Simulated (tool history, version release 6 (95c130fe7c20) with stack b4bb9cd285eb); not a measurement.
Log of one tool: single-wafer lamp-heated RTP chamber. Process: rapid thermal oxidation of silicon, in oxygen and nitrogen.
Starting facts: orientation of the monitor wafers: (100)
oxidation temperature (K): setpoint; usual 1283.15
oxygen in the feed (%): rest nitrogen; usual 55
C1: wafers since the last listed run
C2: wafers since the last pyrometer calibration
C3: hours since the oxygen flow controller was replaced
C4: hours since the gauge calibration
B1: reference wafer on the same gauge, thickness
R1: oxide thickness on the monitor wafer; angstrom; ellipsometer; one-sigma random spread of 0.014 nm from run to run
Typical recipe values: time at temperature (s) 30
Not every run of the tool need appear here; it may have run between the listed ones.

{"run": 1, "hour": 0.0, "oxidation temperature (K)": 1283.15, "time at temperature (s)": 30, "oxygen in the feed (%)": 66, "C1": 0, "C2": 2686, "C3": 4268.2, "C4": 877.2, "B1": 4.509, "R1": 43.9}
{"run": 2, "hour": 21.0, "oxidation temperature (K)": 1283.15, "time at temperature (s)": 30, "oxygen in the feed (%)": 55, "C1": 335, "C2": 3022, "C3": 4289.2, "C4": 898.2, "B1": 4.505, "R1": 41.55}
{"run": 3, "hour": 48.5, "oxidation temperature (K)": 1283.15, "time at temperature (s)": 30, "oxygen in the feed (%)": 55, "C1": 439, "C2": 3462, "C3": 4316.7, "C4": 925.7, "B1": 4.51, "R1": 41.56}
{"run": 4, "hour": 74.3, "oxidation temperature (K)": 1283.15, "time at temperature (s)": 30, "oxygen in the feed (%)": 55, "C1": 412, "C2": 3874, "C3": 4342.5, "C4": 951.5, "B1": 4.507, "R1": 41.47}
{"run": 5, "hour": 109.7, "oxidation temperature (K)": 1283.15, "time at temperature (s)": 30, "oxygen in the feed (%)": 55, "C1": 565, "C2": 4440, "C3": 4377.9, "C4": 986.9, "B1": 4.505, "R1": 41.47}
{"run": 6, "hour": 134.2, "oxidation temperature (K)": 1283.15, "time at temperature (s)": 30, "oxygen in the feed (%)": 55, "C1": 391, "C2": 4832, "C3": 4402.4, "C4": 1011.4, "B1": 4.509, "R1": 41.45}
{"run": 7, "hour": 151.6, "oxidation temperature (K)": 1283.15, "time at temperature (s)": 30, "oxygen in the feed (%)": 55, "C1": 278, "C2": 5110, "C3": 4419.8, "C4": 1028.8, "B1": 4.519, "R1": 41.49}
{"run": 8, "hour": 181.0, "oxidation temperature (K)": 1283.15, "time at temperature (s)": 30, "oxygen in the feed (%)": 55, "C1": 469, "C2": 5580, "C3": 4449.2, "C4": 1058.2, "B1": 4.511, "R1": 41.64}
{"run": 9, "hour": 204.0, "oxidation temperature (K)": 1283.15, "time at temperature (s)": 30, "oxygen in the feed (%)": 55, "C1": 367, "C2": 5947, "C3": 4472.2, "C4": 1081.2, "B1": 4.503, "R1": 41.6}
{"run": 10, "hour": 229.5, "oxidation temperature (K)": 1283.15, "time at temperature (s)": 30, "oxygen in the feed (%)": 55, "C1": 407, "C2": 6355, "C3": 4497.7, "C4": 1106.7, "B1": 4.514, "R1": 41.4}
{"run": 11, "hour": 255.3, "oxidation temperature (K)": 1283.15, "time at temperature (s)": 30, "oxygen in the feed (%)": 55, "C1": 412, "C2": 6767, "C3": 4523.5, "C4": 1132.5, "B1": 4.5, "R1": 41.93}
{"run": 12, "hour": 280.4, "oxidation temperature (K)": 1283.15, "time at temperature (s)": 30, "oxygen in the feed (%)": 55, "C1": 401, "C2": 7169, "C3": 4548.6, "C4": 1157.6, "B1": 4.511, "R1": 41.53}
{"hour": 294.3, "done": "pyrometer window cleaned and pyrometer calibrated"}
{"hour": 294.7, "done": "gauge calibrated"}
{"run": 13, "hour": 313.8, "oxidation temperature (K)": 1283.15, "time at temperature (s)": 30, "oxygen in the feed (%)": 55, "C1": 406, "C2": 311, "C3": 4582.0, "C4": 19.1, "B1": 4.509, "R1": 40.33}
{"hour": 323.8, "done": "oxygen flow controller replaced"}
{"run": 14, "hour": 326.5, "oxidation temperature (K)": 1305.15, "time at temperature (s)": 34, "oxygen in the feed (%)": 81, "C1": 75, "C2": 386, "C3": 2.7, "C4": 31.8, "B1": 4.512, "R1": 56.25}
{"run": 15, "hour": 362.3, "oxidation temperature (K)": 1283.15, "time at temperature (s)": 30, "oxygen in the feed (%)": 55, "C1": 572, "C2": 958, "C3": 38.5, "C4": 67.6, "B1": 4.51, "R1": 40.87}
{"run": 16, "hour": 381.0, "oxidation temperature (K)": 1302.15, "time at temperature (s)": 34, "oxygen in the feed (%)": 41, "C1": 298, "C2": 1257, "C3": 57.2, "C4": 86.3, "B1": 4.506, "R1": 44.34}
{"run": 17, "hour": 406.8, "oxidation temperature (K)": 1283.15, "time at temperature (s)": 20, "oxygen in the feed (%)": 79, "C1": 412, "C2": 1669, "C3": 83.0, "C4": 112.1, "B1": 4.513, "R1": 39.4}
{"run": 18, "hour": 433.8, "oxidation temperature (K)": 1283.15, "time at temperature (s)": 30, "oxygen in the feed (%)": 55, "C1": 431, "C2": 2101, "C3": 110.0, "C4": 139.1, "B1": 4.515, "R1": 41.43}
{"run": 19, "hour": 459.7, "oxidation temperature (K)": 1263.15, "time at temperature (s)": 30, "oxygen in the feed (%)": 40, "C1": 414, "C2": 2515, "C3": 135.9, "C4": 165.0, "B1": 4.51, "R1": 33.61}
{"run": 20, "hour": 548.0, "oxidation temperature (K)": 1283.15, "time at temperature (s)": 30, "oxygen in the feed (%)": 55, "C1": 1411, "C2": 3926, "C3": 224.2, "C4": 253.3, "B1": 4.508, "R1": 41.81}
{"run": 21, "hour": 571.4, "oxidation temperature (K)": 1297.15, "time at temperature (s)": 39, "oxygen in the feed (%)": 38, "C1": 374, "C2": 4300, "C3": 247.6, "C4": 276.7, "B1": 4.509, "R1": 45.13}
{"run": 22, "hour": 597.6, "oxidation temperature (K)": 1283.15, "time at temperature (s)": 18, "oxygen in the feed (%)": 55, "C1": 418, "C2": 4719, "C3": 273.8, "C4": 302.9, "B1": 4.508, "R1": 34.63}
{"run": 23, "hour": 627.7, "oxidation temperature (K)": 1262.15, "time at temperature (s)": 18, "oxygen in the feed (%)": 81, "C1": 481, "C2": 5200, "C3": 303.9, "C4": 333.0, "B1": 4.518, "R1": 34.16}
{"run": 24, "hour": 644.9, "oxidation temperature (K)": 1297.15, "time at temperature (s)": 30, "oxygen in the feed (%)": 55, "C1": 274, "C2": 5475, "C3": 321.1, "C4": 350.2, "B1": 4.512, "R1": 45.71}
{"run": 25, "hour": 679.6, "oxidation temperature (K)": 1266.15, "time at temperature (s)": 30, "oxygen in the feed (%)": 81, "C1": 554, "C2": 6030, "C3": 355.8, "C4": 384.9, "B1": 4.505, "R1": 42.36}
{"run": 26, "hour": 703.2, "oxidation temperature (K)": 1283.15, "time at temperature (s)": 30, "oxygen in the feed (%)": 55, "C1": 377, "C2": 6407, "C3": 379.4, "C4": 408.5, "B1": 4.511, "R1": 41.67}
{"run": 27, "hour": 736.7, "oxidation temperature (K)": 1302.15, "time at temperature (s)": 18, "oxygen in the feed (%)": 85, "C1": 535, "C2": 6943, "C3": 412.9, "C4": 442.0, "B1": 4.508, "R1": 44.88}
{"run": 28, "hour": 770.7, "oxidation temperature (K)": 1283.15, "time at temperature (s)": 30, "oxygen in the feed (%)": 55, "C1": 543, "C2": 7486, "C3": 446.9, "C4": 476.0, "B1": 4.509, "R1": 41.88}
{"run": 29, "hour": 802.5, "oxidation temperature (K)": 1270.15, "time at temperature (s)": 24, "oxygen in the feed (%)": 55, "C1": 508, "C2": 7995, "C3": 478.7, "C4": 507.8, "B1": 4.507, "R1": 35.78}
{"hour": 817.9, "done": "pyrometer window cleaned and pyrometer calibrated"}
{"run": 30, "hour": 828.9, "oxidation temperature (K)": 1283.15, "time at temperature (s)": 30, "oxygen in the feed (%)": 55, "C1": 294, "C2": 175, "C3": 505.1, "C4": 534.2, "B1": 4.508, "R1": 40.18}
{"run": 31, "hour": 850.1, "oxidation temperature (K)": 1283.15, "time at temperature (s)": 35, "oxygen in the feed (%)": 55, "C1": 338, "C2": 514, "C3": 526.3, "C4": 555.4, "B1": 4.512, "R1": 42.83}
{"run": 32, "hour": 878.9, "oxidation temperature (K)": 1283.15, "time at temperature (s)": 30, "oxygen in the feed (%)": 55, "C1": 460, "C2": 974, "C3": 555.1, "C4": 584.2, "B1": 4.517, "R1": 40.4}
{"run": 33, "hour": 903.8, "oxidation temperature (K)": 1263.15, "time at temperature (s)": 38, "oxygen in the feed (%)": 83, "C1": 398, "C2": 1372, "C3": 580.0, "C4": 609.1, "B1": 4.514, "R1": 44.56}
{"run": 34, "hour": 925.2, "oxidation temperature (K)": 1274.15, "time at temperature (s)": 36, "oxygen in the feed (%)": 78, "C1": 342, "C2": 1714, "C3": 601.4, "C4": 630.5, "B1": 4.511, "R1": 46.22}
{"run": 35, "hour": 939.6, "oxidation temperature (K)": 1283.15, "time at temperature (s)": 23, "oxygen in the feed (%)": 39, "C1": 230, "C2": 1945, "C3": 615.8, "C4": 644.9, "B1": 4.519, "R1": 33.73}
{"run": 36, "hour": 962.0, "oxidation temperature (K)": 1305.15, "time at temperature (s)": 34, "oxygen in the feed (%)": 81, "C1": 358, "C2": 2303, "C3": 638.2, "C4": 667.3, "B1": 4.511, "R1": 57.21}
{"run": 37, "hour": 977.3, "oxidation temperature (K)": 1283.15, "time at temperature (s)": 30, "oxygen in the feed (%)": 55, "C1": 244, "C2": 2547, "C3": 653.5, "C4": 682.6, "B1": 4.518, "R1": 40.99}
{"run": 38, "hour": 997.6, "oxidation temperature (K)": 1283.15, "time at temperature (s)": 30, "oxygen in the feed (%)": 55, "C1": 324, "C2": 2872, "C3": 673.8, "C4": 702.9, "B1": 4.51, "R1": 41.15}

For some of the steps in R1 from one run to the next: how much would appear even if the tool had no hidden state, given the settings, what came in and random variation, and how much remains for the hidden state plus any gauge scatter that the measured result and the result without hidden state don't share?
The tool's hidden condition here consists of: true wafer temperature minus pyrometer reading, K; deviation of the oxygen flow from its setpoint, %; gauge reads high (%).
Run 12 -> 13: pyrometer window cleaned and pyrometer calibrated, gauge calibrated. R1 -1.20 angstrom: hidden state -1.29, all else +0.09.
Run 13 -> 14: oxidation temperature (K) 1283.15 -> 1305.15, time at temperature (s) 30 -> 34, oxygen in the feed (%) 55 -> 81, oxygen flow controller replaced. R1 +15.92 angstrom: hidden state +0.41, all else +15.51.
Run 29 -> 30: oxidation temperature (K) 1270.15 -> 1283.15, time at temperature (s) 24 -> 30, pyrometer window cleaned and pyrometer calibrated. R1 +4.40 angstrom: hidden state -1.37, all else +5.77.
Run 35 -> 36: oxidation temperature (K) 1283.15 -> 1305.15, time at temperature (s) 23 -> 34, oxygen in the feed (%) 39 -> 81. R1 +23.48 angstrom: hidden state +0.87, all else +22.61.
Run 36 -> 37: oxidation temperature (K) 1305.15 -> 1283.15, time at temperature (s) 34 -> 30, oxygen in the feed (%) 81 -> 55. R1 -16.22 angstrom: hidden state -0.44, all else -15.78.

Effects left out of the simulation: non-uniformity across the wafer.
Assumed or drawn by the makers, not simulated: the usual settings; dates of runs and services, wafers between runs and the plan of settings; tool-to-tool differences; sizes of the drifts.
